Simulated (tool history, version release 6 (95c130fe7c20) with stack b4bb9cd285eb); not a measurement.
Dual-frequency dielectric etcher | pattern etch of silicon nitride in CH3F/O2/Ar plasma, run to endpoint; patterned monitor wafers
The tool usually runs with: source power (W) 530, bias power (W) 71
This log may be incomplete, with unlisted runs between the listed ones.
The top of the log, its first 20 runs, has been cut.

run,hour,source power (W),bias power (W),"incoming incoming film thickness, nm",endpoint time (s)
# hour 1819.7: source power generator calibrated
21,1978.5,630,79,24.61,25.3
# hour 2034.3: wet clean of the chamber
22,2047.2,530,66,24.66,29.1
23,2123.4,570,83,24.43,26.1
24,2228.0,530,71,24.32,28.3
25,2321.4,640,86,24.34,24.4
26,2401.4,530,58,24.50,30.0
27,2498.9,580,54,24.56,29.3
28,2593.3,600,58,24.53,28.3
# hour 2640.5: wet clean of the chamber
29,2655.6,530,71,24.28,28.3
30,2723.1,570,83,24.44,26.2

Here are 3 independent what-if runs from the current tool condition. What would each one return?
A,2723.5,530,71,24.48,?
B,2723.5,530,87,24.48,?
C,2723.5,460,61,24.48,?

run,endpoint time (s)
A,28.5
B,26.9
C,31.9
Take away the tool's hidden state, keep each run's random variation, and the runs would have read:
run,endpoint time (s)
A,28.3
B,26.7
C,31.7

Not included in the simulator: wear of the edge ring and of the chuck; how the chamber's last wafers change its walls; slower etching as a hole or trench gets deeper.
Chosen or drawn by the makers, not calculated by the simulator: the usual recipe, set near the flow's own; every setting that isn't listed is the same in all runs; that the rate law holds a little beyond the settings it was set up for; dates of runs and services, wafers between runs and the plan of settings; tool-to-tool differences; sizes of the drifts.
